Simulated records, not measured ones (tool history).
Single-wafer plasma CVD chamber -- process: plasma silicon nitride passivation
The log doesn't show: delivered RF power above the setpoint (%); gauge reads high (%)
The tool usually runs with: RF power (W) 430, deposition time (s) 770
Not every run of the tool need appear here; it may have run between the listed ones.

run,day,RF power (W),deposition time (s),wafers since the last listed run,hours since the last RF generator calibration,hours since the showerhead was replaced,hours since the gauge calibration,"read-back reference wafer on the same gauge, thickness_nm",mean film thickness on the monitor wafer (Å)
1,0.000,430,770,0,2185.3,3724.3,195.0,920.409,10406.37
2,0.717,430,770,59,2202.5,3741.5,212.2,920.029,10370.77
3,1.117,430,770,33,2212.1,3751.1,221.8,920.111,10380.24
4,1.842,430,770,60,2229.5,3768.5,239.2,920.407,10386.49
5,2.146,430,770,25,2236.8,3775.8,246.5,919.512,10390.90
6,3.846,430,770,141,2277.6,3816.6,287.3,920.141,10393.84
7,4.538,430,770,57,2294.2,3833.2,303.9,920.080,10421.95
8,5.067,430,770,43,2306.9,3845.9,316.6,919.806,10376.67
# day 5.704: RF generator calibrated
9,5.725,430,770,26,0.5,3861.7,332.4,919.744,10743.80
10,5.892,430,770,13,4.5,3865.7,336.4,920.206,10748.02
# day 6.254: gauge calibrated
11,6.600,430,770,58,21.5,3882.7,8.3,919.742,10749.47
12,7.071,430,770,39,32.8,3894.0,19.6,920.560,10762.89
13,7.454,430,770,31,42.0,3903.2,28.8,920.291,10766.18
14,7.788,430,810,27,50.0,3911.2,36.8,920.076,11250.84
15,8.183,430,810,32,59.5,3920.7,46.3,920.116,11319.96
16,8.708,430,830,43,72.1,3933.3,58.9,919.914,11567.39
17,9.029,430,770,26,79.8,3941.0,66.6,919.773,10701.52
18,9.612,365,770,48,93.8,3955.0,80.6,920.360,10046.50
19,10.125,430,770,42,106.1,3967.3,92.9,919.893,10714.84
20,10.767,510,651,53,121.5,3982.7,108.3,920.186,9656.14
21,11.125,390,698,29,130.1,3991.3,116.9,920.669,9324.97
22,11.454,360,685,27,138.0,3999.2,124.8,919.751,8856.25
23,11.758,395,827,25,145.3,4006.5,132.1,919.881,11123.48
24,12.179,390,770,34,155.4,4016.6,142.2,919.938,10283.88
25,12.562,395,827,31,164.6,4025.8,151.4,919.891,11098.24
# day 13.533: showerhead replaced
26,13.554,430,645,54,188.4,0.5,175.2,919.886,8930.04
27,13.950,490,642,32,197.9,10.0,184.7,920.201,9371.61
28,14.300,365,921,29,206.3,18.4,193.1,920.024,11931.82
29,14.642,505,873,28,214.5,26.6,201.3,919.857,12851.36
30,14.975,385,692,27,222.5,34.6,209.3,919.780,9156.19
31,15.483,485,638,42,234.7,46.8,221.5,920.372,9244.32
32,16.025,380,770,44,247.7,59.8,234.5,919.919,10158.84
33,16.400,475,687,31,256.7,68.8,243.5,919.373,9883.54
34,16.912,350,770,42,269.0,81.1,255.8,919.911,9790.16
35,17.250,365,921,28,277.1,89.2,263.9,920.141,11904.24
36,17.704,410,706,37,288.0,100.1,274.8,919.925,9556.24
37,18.371,430,770,55,304.0,116.1,290.8,919.627,10634.93

What if the next run were any one of these 3? Each begins from the tool's condition after run 37:
A,18.396,430,770,2,304.6,116.7,291.4,?,?
B,18.396,400,719,2,304.6,116.7,291.4,?,?
C,18.396,430,821,2,304.6,116.7,291.4,?,?

run,"read-back reference wafer on the same gauge, thickness_nm",mean film thickness on the monitor wafer (Å)
A,920.535,10616.27
B,920.535,9631.34
C,920.535,11319.42
With the hidden condition removed and each run's random variation left untouched, the same runs would have given:
run,mean film thickness on the monitor wafer (Å)
A,10759.70
B,9761.47
C,11472.35
